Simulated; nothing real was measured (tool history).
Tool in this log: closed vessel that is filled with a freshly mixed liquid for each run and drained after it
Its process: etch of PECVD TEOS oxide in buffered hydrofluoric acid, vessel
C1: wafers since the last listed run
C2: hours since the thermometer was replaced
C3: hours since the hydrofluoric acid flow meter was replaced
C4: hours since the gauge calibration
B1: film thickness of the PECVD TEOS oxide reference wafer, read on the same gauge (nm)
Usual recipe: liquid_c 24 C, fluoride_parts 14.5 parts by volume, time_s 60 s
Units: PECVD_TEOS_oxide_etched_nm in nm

run 1 hour=0 | liquid_c=24 fluoride_parts=18 time_s=75 | C1=0 C2=579.2 C3=1975.5 C4=50.5 | B1=40.01 | PECVD_TEOS_oxide_etched_nm=103.24
run 2 hour=14.1 | liquid_c=24 fluoride_parts=18 time_s=75 | C1=986 C2=593.3 C3=1989.6 C4=64.6 | B1=39.98 | PECVD_TEOS_oxide_etched_nm=102.98
run 3 hour=23.2 | liquid_c=24 fluoride_parts=14.5 time_s=60 | C1=636 C2=602.4 C3=1998.7 C4=73.7 | B1=40.01 | PECVD_TEOS_oxide_etched_nm=101.35
run 4 hour=36.2 | liquid_c=24 fluoride_parts=14.5 time_s=60 | C1=909 C2=615.4 C3=2011.7 C4=86.7 | B1=40.02 | PECVD_TEOS_oxide_etched_nm=102.76
run 5 hour=53.7 | liquid_c=23 fluoride_parts=16.5 time_s=60 | C1=1223 C2=632.9 C3=2029.2 C4=104.2 | B1=39.96 | PECVD_TEOS_oxide_etched_nm=84.28
run 6 hour=59.9 | liquid_c=24 fluoride_parts=14.5 time_s=60 | C1=433 C2=639.1 C3=2035.4 C4=110.4 | B1=40.03 | PECVD_TEOS_oxide_etched_nm=102.22
run 7 hour=76.8 | liquid_c=24 fluoride_parts=14.5 time_s=60 | C1=1181 C2=656 C3=2052.3 C4=127.3 | B1=39.99 | PECVD_TEOS_oxide_etched_nm=100.27
run 8 hour=83.7 | liquid_c=24 fluoride_parts=14.5 time_s=60 | C1=482 C2=662.9 C3=2059.2 C4=134.2 | B1=39.97 | PECVD_TEOS_oxide_etched_nm=100.26
run 9 hour=101 | liquid_c=24 fluoride_parts=14.5 time_s=60 | C1=1209 C2=680.2 C3=2076.5 C4=151.5 | B1=39.97 | PECVD_TEOS_oxide_etched_nm=99.55
-- hour=114.7 hydrofluoric acid flow meter replaced
run 10 hour=115.2 | liquid_c=24 fluoride_parts=14.5 time_s=60 | C1=923 C2=694.4 C3=0.5 C4=165.7 | B1=39.97 | PECVD_TEOS_oxide_etched_nm=100.98
run 11 hour=130.2 | liquid_c=23 fluoride_parts=14.5 time_s=60 | C1=1049 C2=709.4 C3=15.5 C4=180.7 | B1=39.96 | PECVD_TEOS_oxide_etched_nm=94.85
run 12 hour=145.2 | liquid_c=21.5 fluoride_parts=14.5 time_s=90 | C1=1049 C2=724.4 C3=30.5 C4=195.7 | B1=39.98 | PECVD_TEOS_oxide_etched_nm=129.5
run 13 hour=160.1 | liquid_c=24 fluoride_parts=14.5 time_s=35 | C1=1042 C2=739.3 C3=45.4 C4=210.6 | B1=40.03 | PECVD_TEOS_oxide_etched_nm=57
run 14 hour=168.6 | liquid_c=24 fluoride_parts=14.5 time_s=60 | C1=594 C2=747.8 C3=53.9 C4=219.1 | B1=40.02 | PECVD_TEOS_oxide_etched_nm=98.94
run 15 hour=182.4 | liquid_c=24 fluoride_parts=14.5 time_s=60 | C1=965 C2=761.6 C3=67.7 C4=232.9 | B1=39.98 | PECVD_TEOS_oxide_etched_nm=97.39
-- hour=184.9 gauge calibrated
-- hour=186.7 thermometer replaced
run 16 hour=193.2 | liquid_c=21.5 fluoride_parts=12 time_s=70 | C1=685 C2=6.5 C3=78.5 C4=8.3 | B1=39.99 | PECVD_TEOS_oxide_etched_nm=138.76
run 17 hour=205.3 | liquid_c=24 fluoride_parts=11 time_s=60 | C1=846 C2=18.6 C3=90.6 C4=20.4 | B1=40.01 | PECVD_TEOS_oxide_etched_nm=147.5
run 18 hour=213.5 | liquid_c=21.5 fluoride_parts=18 time_s=60 | C1=573 C2=26.8 C3=98.8 C4=28.6 | B1=40.03 | PECVD_TEOS_oxide_etched_nm=80.38
run 19 hour=222.1 | liquid_c=26.5 fluoride_parts=14.5 time_s=90 | C1=601 C2=35.4 C3=107.4 C4=37.2 | B1=39.97 | PECVD_TEOS_oxide_etched_nm=193.84
run 20 hour=233.8 | liquid_c=22.5 fluoride_parts=19 time_s=60 | C1=818 C2=47.1 C3=119.1 C4=48.9 | B1=40.04 | PECVD_TEOS_oxide_etched_nm=80.34
run 21 hour=243.7 | liquid_c=20.5 fluoride_parts=19.5 time_s=75 | C1=692 C2=57 C3=129 C4=58.8 | B1=39.96 | PECVD_TEOS_oxide_etched_nm=85.73
run 22 hour=250 | liquid_c=24 fluoride_parts=10 time_s=60 | C1=440 C2=63.3 C3=135.3 C4=65.1 | B1=40.02 | PECVD_TEOS_oxide_etched_nm=163.92
run 23 hour=266.5 | liquid_c=24 fluoride_parts=14.5 time_s=60 | C1=1153 C2=79.8 C3=151.8 C4=81.6 | B1=40.01 | PECVD_TEOS_oxide_etched_nm=111.77

For some of the steps in PECVD_TEOS_oxide_etched_nm from one run to the next: how much would appear even if the tool had no hidden state, given the settings, what came in and random variation, and how much remains for the hidden state plus any gauge scatter that the measured result and the result without hidden state don't share?
Hidden state present: liquid colder than its thermometer reads (K); hydrofluoric acid flow below the setpoint (%); gauge reads high (%).
Run 12 -> 13: liquid_c 21.5 -> 24, time_s 90 -> 35. PECVD_TEOS_oxide_etched_nm -72.5 nm: hidden state +11.1, all else -83.6.
Run 15 -> 16: liquid_c 24 -> 21.5, fluoride_parts 14.5 -> 12, time_s 60 -> 70, gauge calibrated, thermometer replaced. PECVD_TEOS_oxide_etched_nm +41.37 nm: hidden state +15.21, all else +26.16.
Run 18 -> 19: liquid_c 21.5 -> 26.5, fluoride_parts 18 -> 14.5, time_s 60 -> 90. PECVD_TEOS_oxide_etched_nm +113.46 nm: hidden state -0.86, all else +114.32.
Run 19 -> 20: liquid_c 26.5 -> 22.5, fluoride_parts 14.5 -> 19, time_s 90 -> 60. PECVD_TEOS_oxide_etched_nm -113.5 nm: hidden state +0.55, all else -114.05.

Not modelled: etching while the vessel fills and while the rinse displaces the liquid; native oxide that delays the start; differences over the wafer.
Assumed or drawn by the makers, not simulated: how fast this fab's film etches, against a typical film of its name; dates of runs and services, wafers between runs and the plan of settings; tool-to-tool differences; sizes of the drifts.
